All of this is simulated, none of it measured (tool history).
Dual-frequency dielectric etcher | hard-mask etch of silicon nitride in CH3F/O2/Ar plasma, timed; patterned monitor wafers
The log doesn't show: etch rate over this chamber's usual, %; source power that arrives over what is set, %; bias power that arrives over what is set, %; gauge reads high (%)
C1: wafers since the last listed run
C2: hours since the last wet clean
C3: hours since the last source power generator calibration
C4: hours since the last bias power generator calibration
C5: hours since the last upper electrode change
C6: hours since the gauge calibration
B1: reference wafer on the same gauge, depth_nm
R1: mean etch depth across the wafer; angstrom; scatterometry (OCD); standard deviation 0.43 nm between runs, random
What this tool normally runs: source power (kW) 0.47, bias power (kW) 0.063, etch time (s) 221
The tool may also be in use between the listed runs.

{"run": 1, "hour": 0.0, "source power (kW)": 0.47, "bias power (kW)": 0.05, "etch time (s)": 221, "C1": 0, "C2": 132.2, "C3": 1190.4, "C4": 1321.4, "C5": 3032.3, "C6": 1139, "B1": 164.2, "R1": 1503}
{"run": 2, "hour": 40.2, "source power (kW)": 0.47, "bias power (kW)": 0.05, "etch time (s)": 221, "C1": 333, "C2": 172.4, "C3": 1230.6, "C4": 1361.6, "C5": 3072.5, "C6": 1179.2, "B1": 163.9, "R1": 1497}
{"run": 3, "hour": 79.7, "source power (kW)": 0.47, "bias power (kW)": 0.071, "etch time (s)": 221, "C1": 327, "C2": 211.9, "C3": 1270.1, "C4": 1401.1, "C5": 3112, "C6": 1218.7, "B1": 164, "R1": 1681}
{"run": 4, "hour": 183.0, "source power (kW)": 0.47, "bias power (kW)": 0.063, "etch time (s)": 221, "C1": 857, "C2": 315.2, "C3": 1373.4, "C4": 1504.4, "C5": 3215.3, "C6": 1322, "B1": 164, "R1": 1603}
{"run": 5, "hour": 240.8, "source power (kW)": 0.43, "bias power (kW)": 0.063, "etch time (s)": 179, "C1": 479, "C2": 373, "C3": 1431.2, "C4": 1562.2, "C5": 3273.1, "C6": 1379.8, "B1": 163.8, "R1": 1249}
{"run": 6, "hour": 300.2, "source power (kW)": 0.43, "bias power (kW)": 0.063, "etch time (s)": 179, "C1": 492, "C2": 432.4, "C3": 1490.6, "C4": 1621.6, "C5": 3332.5, "C6": 1439.2, "B1": 164.1, "R1": 1245}
{"run": 7, "hour": 373.9, "source power (kW)": 0.47, "bias power (kW)": 0.075, "etch time (s)": 221, "C1": 611, "C2": 506.1, "C3": 1564.3, "C4": 1695.3, "C5": 3406.2, "C6": 1512.9, "B1": 163.9, "R1": 1687}
{"hour": 482.0, "done": "gauge calibrated"}
{"hour": 507.2, "done": "wet clean of the chamber"}
{"hour": 524.6, "done": "bias power generator calibrated"}
{"run": 8, "hour": 579.1, "source power (kW)": 0.47, "bias power (kW)": 0.075, "etch time (s)": 221, "C1": 1470, "C2": 71.9, "C3": 1769.5, "C4": 54.5, "C5": 3611.4, "C6": 97.1, "B1": 164, "R1": 1712}
{"run": 9, "hour": 671.9, "source power (kW)": 0.47, "bias power (kW)": 0.075, "etch time (s)": 221, "C1": 769, "C2": 164.7, "C3": 1862.3, "C4": 147.3, "C5": 3704.2, "C6": 189.9, "B1": 163.8, "R1": 1712}
{"run": 10, "hour": 765.9, "source power (kW)": 0.39, "bias power (kW)": 0.05, "etch time (s)": 195, "C1": 779, "C2": 258.7, "C3": 1956.3, "C4": 241.3, "C5": 3798.2, "C6": 283.9, "B1": 164.1, "R1": 1201}
{"run": 11, "hour": 822.4, "source power (kW)": 0.47, "bias power (kW)": 0.076, "etch time (s)": 282.5, "C1": 468, "C2": 315.2, "C3": 2012.8, "C4": 297.8, "C5": 3854.7, "C6": 340.4, "B1": 164.1, "R1": 2175}
{"run": 12, "hour": 900.3, "source power (kW)": 0.37, "bias power (kW)": 0.054, "etch time (s)": 254.5, "C1": 646, "C2": 393.1, "C3": 2090.7, "C4": 375.7, "C5": 3932.6, "C6": 418.3, "B1": 164.1, "R1": 1571}
{"hour": 924.9, "done": "source power generator calibrated"}
{"hour": 974.8, "done": "upper electrode replaced"}
{"run": 13, "hour": 975.3, "source power (kW)": 0.52, "bias power (kW)": 0.058, "etch time (s)": 282.5, "C1": 389, "C2": 468.1, "C3": 50.4, "C4": 450.7, "C5": 0.5, "C6": 493.3, "B1": 164, "R1": 2086}
{"hour": 1060.3, "done": "wet clean of the chamber"}
{"run": 14, "hour": 1064.0, "source power (kW)": 0.39, "bias power (kW)": 0.05, "etch time (s)": 195, "C1": 536, "C2": 3.7, "C3": 139.1, "C4": 539.4, "C5": 89.2, "C6": 582, "B1": 164, "R1": 1221}
{"run": 15, "hour": 1163.1, "source power (kW)": 0.47, "bias power (kW)": 0.053, "etch time (s)": 221, "C1": 822, "C2": 102.8, "C3": 238.2, "C4": 638.5, "C5": 188.3, "C6": 681.1, "B1": 163.9, "R1": 1528}
{"run": 16, "hour": 1235.1, "source power (kW)": 0.47, "bias power (kW)": 0.063, "etch time (s)": 270.5, "C1": 597, "C2": 174.8, "C3": 310.2, "C4": 710.5, "C5": 260.3, "C6": 753.1, "B1": 164, "R1": 1969}
{"run": 17, "hour": 1284.6, "source power (kW)": 0.42, "bias power (kW)": 0.051, "etch time (s)": 268, "C1": 410, "C2": 224.3, "C3": 359.7, "C4": 760, "C5": 309.8, "C6": 802.6, "B1": 163.8, "R1": 1735}

Run 18 is up next; what results do you expect?
{"run": 18, "hour": 1331.0, "source power (kW)": 0.38, "bias power (kW)": 0.05, "etch time (s)": 264.5, "C1": 384, "C2": 270.7, "C3": 406.1, "C4": 806.4, "C5": 356.2, "C6": 849, "B1": "?", "R1": "?"}

{"run 18": {"B1": 163.9, "R1": 1617}}
With the hidden condition absent and the run-to-run variation left alone, this run would have shown R1 1629 angstrom.
